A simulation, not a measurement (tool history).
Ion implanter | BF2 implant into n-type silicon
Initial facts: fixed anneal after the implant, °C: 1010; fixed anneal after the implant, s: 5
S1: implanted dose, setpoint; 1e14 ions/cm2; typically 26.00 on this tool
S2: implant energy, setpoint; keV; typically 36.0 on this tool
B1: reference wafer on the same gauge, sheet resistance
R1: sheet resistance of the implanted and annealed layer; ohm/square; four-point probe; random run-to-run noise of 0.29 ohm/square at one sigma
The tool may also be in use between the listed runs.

Run 1, hour 0.0: usual settings; B1 132.98. Result: R1 138.12 ohm/square.
Run 2, hour 56.0: usual settings; B1 133.01. Result: R1 137.96 ohm/square.
Run 3, hour 91.0: usual settings; B1 132.94. Result: R1 137.98 ohm/square.
Run 4, hour 138.8: usual settings; B1 132.96. Result: R1 137.78 ohm/square.
Run 5, hour 172.9: usual settings but S2 41.0 keV; B1 133.06. Result: R1 127.28 ohm/square.
Run 6, hour 214.8: usual settings; B1 133.00. Result: R1 137.32 ohm/square.
Run 7, hour 275.4: usual settings; B1 133.03. Result: R1 137.72 ohm/square.
Run 8, hour 322.1: usual settings; B1 133.07. Result: R1 137.41 ohm/square.
Run 9, hour 384.0: usual settings; B1 133.10. Result: R1 137.57 ohm/square.
Run 10, hour 413.7: usual settings but S2 31.0 keV; B1 132.89. Result: R1 150.22 ohm/square.
Run 11, hour 448.0: usual settings but S2 31.0 keV; B1 133.00. Result: R1 150.38 ohm/square.
Run 12, hour 554.5: usual settings but S2 31.0 keV; B1 133.01. Result: R1 149.93 ohm/square.
Run 13, hour 618.6: usual settings but S1 28.62 1e14 ions/cm2, S2 31.5 keV; B1 133.00. Result: R1 147.54 ohm/square.
Run 14, hour 688.3: usual settings but S1 28.62 1e14 ions/cm2, S2 31.5 keV; B1 133.03. Result: R1 147.39 ohm/square.
Run 15, hour 738.3: usual settings but S1 22.65 1e14 ions/cm2; B1 132.97. Result: R1 138.37 ohm/square.
Run 16, hour 769.1: usual settings but S1 22.65 1e14 ions/cm2; B1 133.00. Result: R1 138.12 ohm/square.
Run 17, hour 838.6: usual settings but S1 22.65 1e14 ions/cm2; B1 133.01. Result: R1 138.49 ohm/square.
Run 18, hour 868.7: usual settings but S1 20.98 1e14 ions/cm2, S2 25.5 keV; B1 132.98. Result: R1 171.09 ohm/square.
Run 19, hour 926.6: usual settings but S1 32.48 1e14 ions/cm2, S2 31.0 keV; B1 132.98. Result: R1 146.58 ohm/square.
At hour 978.0: extraction supply calibrated.
Run 20, hour 987.7: usual settings but S1 23.77 1e14 ions/cm2, S2 28.5 keV; B1 132.93. Result: R1 161.73 ohm/square.
At hour 1017.6: Faraday cup replaced and dose calibrated.
Run 21, hour 1018.3: usual settings but S1 21.28 1e14 ions/cm2, S2 46.0 keV; B1 133.05. Result: R1 121.77 ohm/square.
Run 22, hour 1064.0: usual settings but S1 20.83 1e14 ions/cm2, S2 27.0 keV; B1 133.02. Result: R1 168.92 ohm/square.
Run 23, hour 1129.9: usual settings but S1 22.64 1e14 ions/cm2; B1 133.00. Result: R1 140.54 ohm/square.
Run 24, hour 1187.2: usual settings; B1 133.05. Result: R1 139.47 ohm/square.
At hour 1207.9: gauge calibrated.
Run 25, hour 1230.3: usual settings but S2 44.0 keV; B1 132.95. Result: R1 123.17 ohm/square.
Run 26, hour 1255.5: usual settings but S1 20.17 1e14 ions/cm2, S2 46.0 keV; B1 132.92. Result: R1 122.57 ohm/square.
Run 27, hour 1323.5: usual settings but S1 29.17 1e14 ions/cm2; B1 133.12. Result: R1 138.18 ohm/square.
Run 28, hour 1357.7: usual settings; B1 133.02. Result: R1 139.52 ohm/square.
Run 29, hour 1424.5: usual settings but S1 29.44 1e14 ions/cm2, S2 47.0 keV; B1 133.00. Result: R1 117.83 ohm/square.
Run 30, hour 1464.3: usual settings; B1 133.03. Result: R1 139.42 ohm/square.
Run 31, hour 1488.9: usual settings; B1 132.96. Result: R1 139.18 ohm/square.
Run 32, hour 1556.4: usual settings but S1 18.20 1e14 ions/cm2; B1 133.03. Result: R1 144.04 ohm/square.
Run 33, hour 1602.6: usual settings but S1 22.81 1e14 ions/cm2, S2 48.0 keV; B1 133.06. Result: R1 118.43 ohm/square.
Run 34, hour 1658.5: usual settings but S1 19.81 1e14 ions/cm2, S2 30.5 keV; B1 132.98. Result: R1 157.37 ohm/square.

What if the next run were any one of these 3? Each begins from the tool's condition after run 34:
Run A, hour 1658.9: usual settings; B1 ?. Result: R1 ?.
Run B, hour 1658.9: usual settings but S1 19.21 1e14 ions/cm2, S2 24.0 keV; B1 ?. Result: R1 ?.
Run C, hour 1658.9: usual settings but S1 19.34 1e14 ions/cm2, S2 43.0 keV; B1 ?. Result: R1 ?.

run      B1      R1
  A  132.97  138.83
  B  132.97  181.57
  C  132.97  128.35
Had the tool no hidden state, the same runs would have come out as:
run      R1
  A  139.07
  B  181.88
  C  128.57
